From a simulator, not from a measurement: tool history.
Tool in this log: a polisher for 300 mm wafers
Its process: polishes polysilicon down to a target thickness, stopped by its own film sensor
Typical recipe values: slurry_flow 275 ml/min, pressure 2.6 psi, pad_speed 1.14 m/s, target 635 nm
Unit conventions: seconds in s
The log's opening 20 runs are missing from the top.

run,hour,slurry_flow,pressure,pad_speed,target,wafers since the last listed run,wafers polished on this pad,hours since the slurry nozzle was cleaned,hours since the head pressure was calibrated,"incoming thickness of the incoming film, nm",seconds
# hour 1302.5: slurry nozzle cleaned
21,1325.9,275,2.6,1.36,782,612,1042,23.4,461.3,1461.1,71.1
22,1382.7,275,2.6,1.14,635,556,1598,80.2,518.1,1458.2,110.1
23,1425.8,275,2.6,1.14,635,422,2020,123.3,561.2,1461.7,111.0
24,1464.1,275,2.6,0.92,445,375,2396,161.6,599.5,1459.9,173.7
25,1535.3,275,2.6,1.14,635,697,3093,232.8,670.7,1485.4,117.9
26,1684.0,275,2.6,1.14,635,1456,4550,381.5,819.4,1456.2,121.2
# hour 1715.2: worn pad replaced by a new one
27,1728.6,275,2.6,1.14,635,397,130,426.1,864.0,1454.2,107.6
28,1765.8,275,2.6,1.14,635,364,495,463.3,901.2,1460.4,110.4
# hour 1781.2: slurry nozzle cleaned
29,1797.5,245,2.6,0.88,398,300,796,16.3,932.9,1434.9,188.9
30,1835.2,275,3.1,1.00,635,369,1165,54.0,970.6,1456.5,105.9
31,1892.4,275,1.8,1.14,748,560,1725,111.2,1027.8,1444.9,132.8
32,1949.6,275,1.9,0.92,511,560,2285,168.4,1085.0,1455.1,228.9
33,1984.5,275,3.4,1.14,368,341,2627,203.3,1119.9,1456.7,121.5
# hour 1998.8: head pressure recalibrated
34,2040.1,185,2.1,1.54,527,525,3152,258.9,41.3,1461.7,121.0
35,2074.3,275,2.6,1.14,635,334,3487,293.1,75.5,1478.4,113.2

Alternative continuations, all from the tool just after run 35; predict every row:
A,2074.7,275,2.6,1.14,635,3,3491,293.5,75.9,1466.5,?
B,2074.7,275,2.0,1.28,786,3,3491,293.5,75.9,1466.5,?
C,2074.7,190,2.6,1.50,635,3,3491,293.5,75.9,1466.5,?
D,2074.7,275,2.6,1.14,452,3,3491,293.5,75.9,1466.5,?
E,2074.7,325,2.6,1.14,386,3,3491,293.5,75.9,1466.5,?

run,seconds
A,115.3
B,107.9
C,92.0
D,140.6
E,147.4
Take away the tool's hidden state, keep each run's random variation, and the runs would have read:
run,seconds
A,105.4
B,98.7
C,84.1
D,128.6
E,134.7
